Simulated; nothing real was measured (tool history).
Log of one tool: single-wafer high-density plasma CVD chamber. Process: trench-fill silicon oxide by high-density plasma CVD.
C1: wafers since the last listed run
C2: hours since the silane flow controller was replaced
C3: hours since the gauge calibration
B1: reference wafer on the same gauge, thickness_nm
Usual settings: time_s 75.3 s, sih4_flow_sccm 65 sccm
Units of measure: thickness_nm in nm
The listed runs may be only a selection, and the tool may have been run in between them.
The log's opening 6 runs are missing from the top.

Run 7, hour 521.9: usual settings but time_s 63.7 s; C1 1276; C2 1114.9; C3 1102.1; B1 382.243. Result: thickness_nm 363.595 nm.
Run 8, hour 571.0: usual settings but time_s 63.7 s; C1 865; C2 1164.0; C3 1151.2; B1 381.602. Result: thickness_nm 364.007 nm.
Run 9, hour 665.8: usual settings; C1 1671; C2 1258.8; C3 1246.0; B1 381.210. Result: thickness_nm 429.505 nm.
Run 10, hour 711.3: usual settings; C1 802; C2 1304.3; C3 1291.5; B1 381.760. Result: thickness_nm 428.879 nm.
Run 11, hour 762.3: usual settings; C1 899; C2 1355.3; C3 1342.5; B1 381.476. Result: thickness_nm 428.813 nm.
Run 12, hour 802.3: usual settings; C1 705; C2 1395.3; C3 1382.5; B1 381.103. Result: thickness_nm 430.018 nm.
Run 13, hour 883.2: usual settings; C1 1426; C2 1476.2; C3 1463.4; B1 380.949. Result: thickness_nm 429.883 nm.
At hour 895.9: silane flow controller replaced.
Run 14, hour 946.5: usual settings; C1 975; C2 50.6; C3 1526.7; B1 381.095. Result: thickness_nm 428.548 nm.
Run 15, hour 1048.8: usual settings; C1 1803; C2 152.9; C3 1629.0; B1 380.807. Result: thickness_nm 428.934 nm.
Run 16, hour 1099.9: usual settings but time_s 80.7 s; C1 901; C2 204.0; C3 1680.1; B1 380.765. Result: thickness_nm 459.987 nm.
Run 17, hour 1173.5: usual settings but time_s 85.4 s, sih4_flow_sccm 70 sccm; C1 1297; C2 277.6; C3 1753.7; B1 380.053. Result: thickness_nm 525.530 nm.
Run 18, hour 1278.4: usual settings; C1 1849; C2 382.5; C3 1858.6; B1 380.194. Result: thickness_nm 430.169 nm.
Run 19, hour 1353.5: usual settings but time_s 85.7 s; C1 1324; C2 457.6; C3 1933.7; B1 380.314. Result: thickness_nm 487.212 nm.
Run 20, hour 1423.2: usual settings but time_s 89.2 s, sih4_flow_sccm 57 sccm; C1 1229; C2 527.3; C3 2003.4; B1 379.971. Result: thickness_nm 443.270 nm.
Run 21, hour 1462.0: usual settings but sih4_flow_sccm 70 sccm; C1 684; C2 566.1; C3 2042.2; B1 380.143. Result: thickness_nm 460.245 nm.
Run 22, hour 1502.9: usual settings but sih4_flow_sccm 53 sccm; C1 721; C2 607.0; C3 2083.1; B1 380.615. Result: thickness_nm 348.949 nm.
At hour 1558.8: gauge calibrated.
Run 23, hour 1579.2: usual settings but time_s 79.6 s; C1 1345; C2 683.3; C3 20.4; B1 397.701. Result: thickness_nm 472.944 nm.
Run 24, hour 1682.1: usual settings but time_s 83.5 s, sih4_flow_sccm 61 sccm; C1 1814; C2 786.2; C3 123.3; B1 395.984. Result: thickness_nm 463.429 nm.
Run 25, hour 1743.5: usual settings but time_s 60.6 s; C1 1082; C2 847.6; C3 184.7; B1 394.496. Result: thickness_nm 356.145 nm.

Run 26, settings as shown, results not yet in. Your forecast:
Run 26, hour 1817.7: usual settings; C1 1308; C2 921.8; C3 258.9; B1 ?. Result: thickness_nm ?.

{"run 26": {"B1": 393.07, "thickness_nm": 444.606}}
With the hidden condition absent and the run-to-run variation left alone, this run would have shown thickness_nm 447.582 nm.
